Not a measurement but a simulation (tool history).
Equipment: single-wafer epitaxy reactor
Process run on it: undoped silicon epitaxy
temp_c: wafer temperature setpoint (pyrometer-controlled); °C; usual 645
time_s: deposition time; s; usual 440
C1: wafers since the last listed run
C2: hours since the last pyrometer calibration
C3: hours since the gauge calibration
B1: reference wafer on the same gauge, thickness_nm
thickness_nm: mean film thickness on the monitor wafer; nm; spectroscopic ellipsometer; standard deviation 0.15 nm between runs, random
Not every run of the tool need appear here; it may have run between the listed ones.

run 1 hour=0.0 | temp_c=645 time_s=440 | C1=0 C2=1491.6 C3=81.7 | B1=58.402 | thickness_nm=63.976
run 2 hour=17.7 | temp_c=645 time_s=440 | C1=50 C2=1509.3 C3=99.4 | B1=58.376 | thickness_nm=64.116
run 3 hour=66.5 | temp_c=645 time_s=440 | C1=140 C2=1558.1 C3=148.2 | B1=58.400 | thickness_nm=64.047
run 4 hour=75.5 | temp_c=645 time_s=440 | C1=25 C2=1567.1 C3=157.2 | B1=58.390 | thickness_nm=64.028
run 5 hour=92.9 | temp_c=645 time_s=440 | C1=50 C2=1584.5 C3=174.6 | B1=58.424 | thickness_nm=64.251
run 6 hour=99.7 | temp_c=645 time_s=440 | C1=19 C2=1591.3 C3=181.4 | B1=58.401 | thickness_nm=63.936
run 7 hour=113.2 | temp_c=645 time_s=505 | C1=38 C2=1604.8 C3=194.9 | B1=58.395 | thickness_nm=73.610
run 8 hour=119.6 | temp_c=645 time_s=440 | C1=18 C2=1611.2 C3=201.3 | B1=58.426 | thickness_nm=63.967
run 9 hour=132.8 | temp_c=650 time_s=421 | C1=37 C2=1624.4 C3=214.5 | B1=58.403 | thickness_nm=67.350
run 10 hour=140.4 | temp_c=645 time_s=440 | C1=21 C2=1632.0 C3=222.1 | B1=58.398 | thickness_nm=64.161
-- hour=155.4 pyrometer calibrated
run 11 hour=155.9 | temp_c=645 time_s=440 | C1=21 C2=0.5 C3=237.6 | B1=58.397 | thickness_nm=64.241
run 12 hour=164.9 | temp_c=645 time_s=440 | C1=25 C2=9.5 C3=246.6 | B1=58.372 | thickness_nm=63.995
run 13 hour=178.5 | temp_c=645 time_s=501 | C1=39 C2=23.1 C3=260.2 | B1=58.382 | thickness_nm=73.166
run 14 hour=195.6 | temp_c=645 time_s=501 | C1=49 C2=40.2 C3=277.3 | B1=58.378 | thickness_nm=73.197
-- hour=204.7 gauge calibrated
run 15 hour=207.5 | temp_c=645 time_s=440 | C1=34 C2=52.1 C3=2.8 | B1=58.415 | thickness_nm=64.301
run 16 hour=223.0 | temp_c=645 time_s=440 | C1=44 C2=67.6 C3=18.3 | B1=58.380 | thickness_nm=64.337
run 17 hour=234.1 | temp_c=633 time_s=368 | C1=31 C2=78.7 C3=29.4 | B1=58.391 | thickness_nm=42.319
run 18 hour=245.4 | temp_c=645 time_s=440 | C1=32 C2=90.0 C3=40.7 | B1=58.429 | thickness_nm=64.234
run 19 hour=255.3 | temp_c=645 time_s=440 | C1=28 C2=99.9 C3=50.6 | B1=58.375 | thickness_nm=63.921
run 20 hour=265.7 | temp_c=633 time_s=509 | C1=29 C2=110.3 C3=61.0 | B1=58.385 | thickness_nm=58.726
run 21 hour=278.7 | temp_c=645 time_s=505 | C1=37 C2=123.3 C3=74.0 | B1=58.403 | thickness_nm=73.410
run 22 hour=290.2 | temp_c=637 time_s=522 | C1=33 C2=134.8 C3=85.5 | B1=58.396 | thickness_nm=65.038
run 23 hour=303.2 | temp_c=658 time_s=501 | C1=37 C2=147.8 C3=98.5 | B1=58.397 | thickness_nm=93.644
run 24 hour=309.5 | temp_c=645 time_s=374 | C1=18 C2=154.1 C3=104.8 | B1=58.408 | thickness_nm=54.490
run 25 hour=317.7 | temp_c=645 time_s=440 | C1=23 C2=162.3 C3=113.0 | B1=58.383 | thickness_nm=64.020
run 26 hour=327.9 | temp_c=655 time_s=496 | C1=29 C2=172.5 C3=123.2 | B1=58.393 | thickness_nm=87.407
run 27 hour=339.9 | temp_c=638 time_s=440 | C1=34 C2=184.5 C3=135.2 | B1=58.410 | thickness_nm=55.877
run 28 hour=357.2 | temp_c=645 time_s=440 | C1=49 C2=201.8 C3=152.5 | B1=58.398 | thickness_nm=63.952
run 29 hour=364.4 | temp_c=634 time_s=388 | C1=20 C2=209.0 C3=159.7 | B1=58.378 | thickness_nm=45.577
run 30 hour=371.8 | temp_c=633 time_s=440 | C1=21 C2=216.4 C3=167.1 | B1=58.404 | thickness_nm=50.704
run 31 hour=384.4 | temp_c=650 time_s=500 | C1=36 C2=229.0 C3=179.7 | B1=58.412 | thickness_nm=80.233

Branching from run 31: 3 alternative next runs. What would each branch give?
run A hour=384.9 | temp_c=645 time_s=440 | C1=1 C2=229.5 C3=180.2 | B1=? | thickness_nm=?
run B hour=384.9 | temp_c=641 time_s=481 | C1=1 C2=229.5 C3=180.2 | B1=? | thickness_nm=?
run C hour=384.9 | temp_c=631 time_s=405 | C1=1 C2=229.5 C3=180.2 | B1=? | thickness_nm=?

run=A B1=58.416 thickness_nm=64.266
run=B B1=58.416 thickness_nm=64.994
run=C B1=58.416 thickness_nm=44.929
Had the tool no hidden state, the same runs would have come out as:
run=A thickness_nm=64.266
run=B thickness_nm=64.994
run=C thickness_nm=44.929

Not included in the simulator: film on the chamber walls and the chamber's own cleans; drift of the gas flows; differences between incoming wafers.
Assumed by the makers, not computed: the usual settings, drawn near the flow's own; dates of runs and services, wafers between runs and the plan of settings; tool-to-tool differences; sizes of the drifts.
